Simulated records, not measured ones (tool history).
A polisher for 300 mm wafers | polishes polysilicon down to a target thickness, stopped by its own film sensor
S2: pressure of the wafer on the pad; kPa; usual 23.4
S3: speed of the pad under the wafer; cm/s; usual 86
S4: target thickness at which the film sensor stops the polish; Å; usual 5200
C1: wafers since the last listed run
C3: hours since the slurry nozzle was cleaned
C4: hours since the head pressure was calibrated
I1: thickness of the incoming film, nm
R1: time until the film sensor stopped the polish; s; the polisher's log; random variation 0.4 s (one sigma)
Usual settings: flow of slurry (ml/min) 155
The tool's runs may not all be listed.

{"run": 1, "hour": 0.0, "flow of slurry (ml/min)": 155, "S2": 23.4, "S3": 86, "S4": 5200, "C1": 0, "wafers polished on this pad": 1853, "C3": 111, "C4": 382.2, "I1": 911.1, "R1": 32.4}
{"run": 2, "hour": 24.2, "flow of slurry (ml/min)": 155, "S2": 23.4, "S3": 86, "S4": 5200, "C1": 341, "wafers polished on this pad": 2195, "C3": 135.2, "C4": 406.4, "I1": 932.1, "R1": 35}
{"run": 3, "hour": 91.3, "flow of slurry (ml/min)": 155, "S2": 23.4, "S3": 86, "S4": 5200, "C1": 947, "wafers polished on this pad": 3143, "C3": 202.3, "C4": 473.5, "I1": 939.1, "R1": 34.9}
{"run": 4, "hour": 136.3, "flow of slurry (ml/min)": 155, "S2": 23.4, "S3": 86, "S4": 5200, "C1": 635, "wafers polished on this pad": 3779, "C3": 247.3, "C4": 518.5, "I1": 930.6, "R1": 33.7}
{"run": 5, "hour": 165.6, "flow of slurry (ml/min)": 155, "S2": 23.4, "S3": 86, "S4": 5200, "C1": 413, "wafers polished on this pad": 4193, "C3": 276.6, "C4": 547.8, "I1": 932.8, "R1": 34.6}
{"run": 6, "hour": 204.9, "flow of slurry (ml/min)": 155, "S2": 23.4, "S3": 86, "S4": 5200, "C1": 555, "wafers polished on this pad": 4748, "C3": 315.9, "C4": 587.1, "I1": 928.4, "R1": 33.6}
{"hour": 234.8, "done": "head pressure recalibrated"}
{"run": 7, "hour": 263.1, "flow of slurry (ml/min)": 155, "S2": 23.4, "S3": 86, "S4": 5870, "C1": 793, "wafers polished on this pad": 5542, "C3": 374.1, "C4": 28.3, "I1": 921.1, "R1": 34.9}
{"hour": 292.8, "done": "worn pad replaced by a new one"}
{"run": 8, "hour": 302.2, "flow of slurry (ml/min)": 155, "S2": 23.4, "S3": 86, "S4": 5870, "C1": 495, "wafers polished on this pad": 133, "C3": 413.2, "C4": 67.4, "I1": 935, "R1": 35.7}
{"run": 9, "hour": 360.8, "flow of slurry (ml/min)": 155, "S2": 23.4, "S3": 86, "S4": 5870, "C1": 827, "wafers polished on this pad": 961, "C3": 471.8, "C4": 126, "I1": 937.1, "R1": 35}
{"run": 10, "hour": 400.1, "flow of slurry (ml/min)": 155, "S2": 23.4, "S3": 86, "S4": 5200, "C1": 555, "wafers polished on this pad": 1516, "C3": 511.1, "C4": 165.3, "I1": 929.5, "R1": 40.7}
{"run": 11, "hour": 437.1, "flow of slurry (ml/min)": 155, "S2": 23.4, "S3": 86, "S4": 5200, "C1": 522, "wafers polished on this pad": 2039, "C3": 548.1, "C4": 202.3, "I1": 921.8, "R1": 40.1}
{"hour": 460.4, "done": "slurry nozzle cleaned"}
{"run": 12, "hour": 486.9, "flow of slurry (ml/min)": 155, "S2": 23.4, "S3": 86, "S4": 5200, "C1": 689, "wafers polished on this pad": 2728, "C3": 26.5, "C4": 252.1, "I1": 917, "R1": 39.1}
{"run": 13, "hour": 552.5, "flow of slurry (ml/min)": 155, "S2": 20.7, "S3": 86, "S4": 5200, "C1": 926, "wafers polished on this pad": 3655, "C3": 92.1, "C4": 317.7, "I1": 923.8, "R1": 43.5}
{"run": 14, "hour": 592.1, "flow of slurry (ml/min)": 180, "S2": 25.5, "S3": 86, "S4": 5200, "C1": 559, "wafers polished on this pad": 4214, "C3": 131.7, "C4": 357.3, "I1": 918.6, "R1": 35.3}
{"run": 15, "hour": 622.7, "flow of slurry (ml/min)": 110, "S2": 31, "S3": 86, "S4": 5200, "C1": 432, "wafers polished on this pad": 4647, "C3": 162.3, "C4": 387.9, "I1": 938.5, "R1": 33.6}
{"hour": 676.6, "done": "worn pad replaced by a new one"}
{"run": 16, "hour": 677.3, "flow of slurry (ml/min)": 105, "S2": 26.9, "S3": 102, "S4": 4350, "C1": 714, "wafers polished on this pad": 10, "C3": 216.9, "C4": 442.5, "I1": 925.4, "R1": 39.9}
{"run": 17, "hour": 722.9, "flow of slurry (ml/min)": 180, "S2": 20, "S3": 86, "S4": 5200, "C1": 644, "wafers polished on this pad": 654, "C3": 262.5, "C4": 488.1, "I1": 930.4, "R1": 43.8}
{"run": 18, "hour": 760.1, "flow of slurry (ml/min)": 205, "S2": 19.3, "S3": 70, "S4": 5640, "C1": 525, "wafers polished on this pad": 1179, "C3": 299.7, "C4": 525.3, "I1": 938.8, "R1": 47}
{"hour": 771.8, "done": "head pressure recalibrated, repeated, since the last time left the tool worse"}
{"run": 19, "hour": 811.8, "flow of slurry (ml/min)": 200, "S2": 23.4, "S3": 104, "S4": 5200, "C1": 702, "wafers polished on this pad": 1881, "C3": 351.4, "C4": 40, "I1": 930.6, "R1": 30.5}
{"run": 20, "hour": 874.6, "flow of slurry (ml/min)": 135, "S2": 26.2, "S3": 94, "S4": 5720, "C1": 887, "wafers polished on this pad": 2769, "C3": 414.2, "C4": 102.8, "I1": 914.6, "R1": 25.7}
{"run": 21, "hour": 902.8, "flow of slurry (ml/min)": 155, "S2": 29, "S3": 64, "S4": 5200, "C1": 398, "wafers polished on this pad": 3167, "C3": 442.4, "C4": 131, "I1": 925.8, "R1": 36.2}
{"run": 22, "hour": 960.5, "flow of slurry (ml/min)": 170, "S2": 23.4, "S3": 86, "S4": 5200, "C1": 815, "wafers polished on this pad": 3982, "C3": 500.1, "C4": 188.7, "I1": 926.7, "R1": 35}
{"run": 23, "hour": 1018.5, "flow of slurry (ml/min)": 155, "S2": 23.4, "S3": 86, "S4": 5200, "C1": 819, "wafers polished on this pad": 4802, "C3": 558.1, "C4": 246.7, "I1": 929.6, "R1": 35.6}
{"run": 24, "hour": 1056.9, "flow of slurry (ml/min)": 155, "S2": 23.4, "S3": 94, "S4": 6490, "C1": 542, "wafers polished on this pad": 5344, "C3": 596.5, "C4": 285.1, "I1": 924.1, "R1": 21.9}
{"hour": 1061.9, "done": "worn pad replaced by a new one"}
{"hour": 1067.9, "done": "slurry nozzle cleaned"}
{"run": 25, "hour": 1110.3, "flow of slurry (ml/min)": 155, "S2": 15.2, "S3": 86, "S4": 5200, "C1": 683, "wafers polished on this pad": 669, "C3": 42.4, "C4": 338.5, "I1": 933.9, "R1": 50.2}
{"run": 26, "hour": 1175.8, "flow of slurry (ml/min)": 155, "S2": 23.4, "S3": 78, "S4": 5200, "C1": 925, "wafers polished on this pad": 1594, "C3": 107.9, "C4": 404, "I1": 946.4, "R1": 38}
{"run": 27, "hour": 1225.3, "flow of slurry (ml/min)": 195, "S2": 20, "S3": 86, "S4": 5200, "C1": 699, "wafers polished on this pad": 2293, "C3": 157.4, "C4": 453.5, "I1": 933.2, "R1": 38.4}
{"run": 28, "hour": 1275.1, "flow of slurry (ml/min)": 155, "S2": 23.4, "S3": 86, "S4": 5200, "C1": 703, "wafers polished on this pad": 2997, "C3": 207.2, "C4": 503.3, "I1": 929.8, "R1": 34.1}
{"run": 29, "hour": 1325.7, "flow of slurry (ml/min)": 205, "S2": 15.9, "S3": 86, "S4": 5200, "C1": 714, "wafers polished on this pad": 3712, "C3": 257.8, "C4": 553.9, "I1": 928.4, "R1": 45.3}
{"hour": 1334.9, "done": "head pressure recalibrated"}
{"run": 30, "hour": 1384.4, "flow of slurry (ml/min)": 140, "S2": 23.4, "S3": 64, "S4": 5200, "C1": 801, "wafers polished on this pad": 4513, "C3": 316.5, "C4": 49.5, "I1": 917.3, "R1": 44.7}
{"run": 31, "hour": 1419.1, "flow of slurry (ml/min)": 180, "S2": 31, "S3": 86, "S4": 5200, "C1": 490, "wafers polished on this pad": 5003, "C3": 351.2, "C4": 84.2, "I1": 940.2, "R1": 28.6}
{"run": 32, "hour": 1467.2, "flow of slurry (ml/min)": 190, "S2": 28.3, "S3": 70, "S4": 4640, "C1": 679, "wafers polished on this pad": 5683, "C3": 399.3, "C4": 132.3, "I1": 947.4, "R1": 40.1}
{"run": 33, "hour": 1491.3, "flow of slurry (ml/min)": 195, "S2": 20, "S3": 86, "S4": 5200, "C1": 340, "wafers polished on this pad": 6023, "C3": 423.4, "C4": 156.4, "I1": 943.9, "R1": 41.4}
{"hour": 1538.7, "done": "worn pad replaced by a new one"}
{"run": 34, "hour": 1559.9, "flow of slurry (ml/min)": 155, "S2": 23.4, "S3": 86, "S4": 5200, "C1": 912, "wafers polished on this pad": 300, "C3": 492, "C4": 225, "I1": 938.8, "R1": 36.2}
{"run": 35, "hour": 1588.3, "flow of slurry (ml/min)": 155, "S2": 19.3, "S3": 106, "S4": 6380, "C1": 401, "wafers polished on this pad": 701, "C3": 520.4, "C4": 253.4, "I1": 916.4, "R1": 23.8}
{"hour": 1627.6, "done": "slurry nozzle cleaned"}
{"run": 36, "hour": 1628.1, "flow of slurry (ml/min)": 155, "S2": 23.4, "S3": 86, "S4": 5200, "C1": 548, "wafers polished on this pad": 1249, "C3": 0.5, "C4": 293.2, "I1": 924.3, "R1": 35.2}

Forecast each of these 5 alternatives for the next run:
{"run": "A", "hour": 1628.5, "flow of slurry (ml/min)": 155, "S2": 23.4, "S3": 86, "S4": 5200, "C1": 5, "wafers polished on this pad": 1255, "C3": 0.9, "C4": 293.6, "I1": 922.7, "R1": "?"}
{"run": "B", "hour": 1628.5, "flow of slurry (ml/min)": 195, "S2": 30.3, "S3": 108, "S4": 3770, "C1": 5, "wafers polished on this pad": 1255, "C3": 0.9, "C4": 293.6, "I1": 922.7, "R1": "?"}
{"run": "C", "hour": 1628.5, "flow of slurry (ml/min)": 180, "S2": 17.9, "S3": 86, "S4": 4280, "C1": 5, "wafers polished on this pad": 1255, "C3": 0.9, "C4": 293.6, "I1": 922.7, "R1": "?"}
{"run": "D", "hour": 1628.5, "flow of slurry (ml/min)": 155, "S2": 23.4, "S3": 86, "S4": 6370, "C1": 5, "wafers polished on this pad": 1255, "C3": 0.9, "C4": 293.6, "I1": 922.7, "R1": "?"}
{"run": "E", "hour": 1628.5, "flow of slurry (ml/min)": 140, "S2": 23.4, "S3": 86, "S4": 5200, "C1": 5, "wafers polished on this pad": 1255, "C3": 0.9, "C4": 293.6, "I1": 922.7, "R1": "?"}

run=A R1=34.7
run=B R1=30.6
run=C R1=52.4
run=D R1=24.6
run=E R1=35.2
Without the tool's hidden state the same runs would have given:
run=A R1=36
run=B R1=31.7
run=C R1=54.3
run=D R1=25.5
run=E R1=36.5

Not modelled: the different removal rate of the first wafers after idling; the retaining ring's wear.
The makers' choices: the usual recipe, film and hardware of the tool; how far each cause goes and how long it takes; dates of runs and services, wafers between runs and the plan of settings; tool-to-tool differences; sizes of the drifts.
